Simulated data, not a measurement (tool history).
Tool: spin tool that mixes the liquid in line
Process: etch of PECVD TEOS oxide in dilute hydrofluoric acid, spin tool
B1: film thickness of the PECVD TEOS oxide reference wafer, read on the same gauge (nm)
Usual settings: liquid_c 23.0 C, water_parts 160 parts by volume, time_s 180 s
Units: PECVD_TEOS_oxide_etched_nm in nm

Run 1, hour 0.0: usual settings; B1 140.02. Result: PECVD_TEOS_oxide_etched_nm 9.33 nm.
Run 2, hour 29.2: usual settings; B1 140.02. Result: PECVD_TEOS_oxide_etched_nm 9.38 nm.
Run 3, hour 57.7: usual settings but water_parts 95 parts by volume; B1 140.00. Result: PECVD_TEOS_oxide_etched_nm 16.92 nm.
Run 4, hour 76.4: usual settings but water_parts 95 parts by volume; B1 139.98. Result: PECVD_TEOS_oxide_etched_nm 16.78 nm.
At hour 90.8: hydrofluoric acid flow meter replaced.
Run 5, hour 100.9: usual settings but water_parts 95 parts by volume; B1 140.00. Result: PECVD_TEOS_oxide_etched_nm 17.57 nm.
Run 6, hour 117.1: usual settings; B1 140.03. Result: PECVD_TEOS_oxide_etched_nm 9.75 nm.
Run 7, hour 153.2: usual settings; B1 140.01. Result: PECVD_TEOS_oxide_etched_nm 9.90 nm.
Run 8, hour 249.7: usual settings; B1 139.99. Result: PECVD_TEOS_oxide_etched_nm 9.70 nm.
Run 9, hour 266.4: usual settings; B1 139.97. Result: PECVD_TEOS_oxide_etched_nm 9.71 nm.
Run 10, hour 284.9: usual settings but liquid_c 24.5 C; B1 139.99. Result: PECVD_TEOS_oxide_etched_nm 10.36 nm.
Run 11, hour 299.6: usual settings; B1 139.98. Result: PECVD_TEOS_oxide_etched_nm 9.62 nm.
Run 12, hour 315.1: usual settings but water_parts 185 parts by volume, time_s 80 s; B1 140.01. Result: PECVD_TEOS_oxide_etched_nm 3.59 nm.
Run 13, hour 334.9: usual settings but liquid_c 20.5 C, water_parts 185 parts by volume, time_s 230 s; B1 140.03. Result: PECVD_TEOS_oxide_etched_nm 9.45 nm.
Run 14, hour 348.9: usual settings but liquid_c 27.0 C, water_parts 100 parts by volume, time_s 265 s; B1 139.99. Result: PECVD_TEOS_oxide_etched_nm 28.52 nm.
Run 15, hour 370.6: usual settings but liquid_c 18.5 C, water_parts 125 parts by volume, time_s 100 s; B1 139.97. Result: PECVD_TEOS_oxide_etched_nm 5.86 nm.
Run 16, hour 400.7: usual settings but liquid_c 26.5 C; B1 139.98. Result: PECVD_TEOS_oxide_etched_nm 10.90 nm.
Run 17, hour 432.6: usual settings; B1 139.98. Result: PECVD_TEOS_oxide_etched_nm 9.54 nm.
At hour 437.6: gauge calibrated.
Run 18, hour 460.0: usual settings but water_parts 100 parts by volume, time_s 230 s; B1 140.03. Result: PECVD_TEOS_oxide_etched_nm 20.99 nm.
Run 19, hour 477.7: usual settings but liquid_c 19.5 C, water_parts 100 parts by volume, time_s 285 s; B1 139.99. Result: PECVD_TEOS_oxide_etched_nm 22.70 nm.
Run 20, hour 512.6: usual settings; B1 139.99. Result: PECVD_TEOS_oxide_etched_nm 9.65 nm.
Run 21, hour 530.3: usual settings; B1 140.02. Result: PECVD_TEOS_oxide_etched_nm 9.43 nm.
Run 22, hour 559.3: usual settings; B1 139.99. Result: PECVD_TEOS_oxide_etched_nm 9.52 nm.
Run 23, hour 582.7: usual settings but liquid_c 27.5 C, time_s 80 s; B1 139.99. Result: PECVD_TEOS_oxide_etched_nm 5.04 nm.
Run 24, hour 613.6: usual settings but liquid_c 26.5 C, time_s 135 s; B1 139.97. Result: PECVD_TEOS_oxide_etched_nm 8.03 nm.
Run 25, hour 649.1: usual settings but water_parts 135 parts by volume; B1 140.03. Result: PECVD_TEOS_oxide_etched_nm 11.59 nm.
At hour 668.9: thermometer replaced.
Run 26, hour 705.5: usual settings but water_parts 105 parts by volume, time_s 220 s; B1 140.00. Result: PECVD_TEOS_oxide_etched_nm 18.41 nm.
Run 27, hour 730.4: usual settings but liquid_c 27.5 C, water_parts 180 parts by volume, time_s 245 s; B1 139.97. Result: PECVD_TEOS_oxide_etched_nm 13.03 nm.
Run 28, hour 748.4: usual settings; B1 139.99. Result: PECVD_TEOS_oxide_etched_nm 9.51 nm.
Run 29, hour 772.8: usual settings but liquid_c 27.5 C; B1 139.99. Result: PECVD_TEOS_oxide_etched_nm 10.96 nm.
At hour 835.2: hydrofluoric acid flow meter replaced.
Run 30, hour 844.6: usual settings but liquid_c 25.5 C, water_parts 135 parts by volume, time_s 250 s; B1 140.01. Result: PECVD_TEOS_oxide_etched_nm 18.22 nm.
Run 31, hour 873.6: usual settings but water_parts 200 parts by volume; B1 140.01. Result: PECVD_TEOS_oxide_etched_nm 7.36 nm.
Run 32, hour 908.4: usual settings but liquid_c 25.0 C, time_s 210 s; B1 140.02. Result: PECVD_TEOS_oxide_etched_nm 12.17 nm.
Run 33, hour 940.1: usual settings but liquid_c 26.0 C, water_parts 125 parts by volume; B1 139.97. Result: PECVD_TEOS_oxide_etched_nm 14.50 nm.

Forecast run 34:
Run 34, hour 959.6: usual settings but liquid_c 25.5 C; B1 ?. Result: PECVD_TEOS_oxide_etched_nm ?.

B1: 139.99
PECVD_TEOS_oxide_etched_nm: 10.63 nm
Without the tool's hidden state the same run would have given PECVD_TEOS_oxide_etched_nm 10.79 nm.
